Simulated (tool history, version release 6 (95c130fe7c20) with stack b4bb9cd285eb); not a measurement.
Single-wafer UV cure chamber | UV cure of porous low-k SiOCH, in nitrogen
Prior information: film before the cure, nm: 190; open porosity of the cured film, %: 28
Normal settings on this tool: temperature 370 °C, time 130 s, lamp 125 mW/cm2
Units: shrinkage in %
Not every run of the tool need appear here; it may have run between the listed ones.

run	hour	temperature	time	lamp	wafers since the last listed run	hours since the UV bulbs were replaced	wafers since the quartz window was cleaned	shrinkage
1	0	370	130	156	0	501.6	828	13.09
2	29.4	370	130	156	202	531	1030	13.156
3	56	370	130	156	183	557.6	1213	13.3
4	70.7	370	130	125	101	572.3	1314	12.09
5	133.4	370	130	125	431	635	1745	12.024
6	162.6	370	130	125	200	664.2	1946	12.009
7	189.5	370	105	125	185	691.1	2131	10.991
8	225	357	75	125	244	726.6	2376	9.09
9	250.4	357	75	125	174	752	2550	9.274
10	280.2	357	75	125	205	781.8	2755	9.291
11	346.3	382	90	125	454	847.9	3210	10.602
12	370.1	382	90	125	163	871.7	3374	10.294
13	401.4	382	90	125	215	903	3589	10.584
14	414.2	370	130	125	88	915.8	3677	12.246
15	446.4	370	130	125	221	948	3899	12.32
16	478.8	370	130	125	222	980.4	4122	11.957
17	509.7	370	130	140	212	1011.3	4334	12.601
18	534	370	130	125	167	1035.6	4502	12.402
19	563.1	370	130	125	200	1064.7	4702	12.17
20	592.2	381	130	125	200	1093.8	4902	11.943
# hour 632.8: quartz window cleaned
21	633.3	381	130	125	227	1134.9	3	12.661
22	646.7	381	130	125	92	1148.3	95	12.14
23	669.9	360	130	125	159	1171.5	255	12.33
24	687.9	370	130	156	123	1189.5	379	13.205
25	709.5	370	130	125	148	1211.1	527	12.119

Predict the results of run 26:
26	741.9	370	130	125	222	1243.5	750	?

{"run 26": {"shrinkage": 12.406}}
Without the tool's hidden state the same run would have given shrinkage 12.406 %.
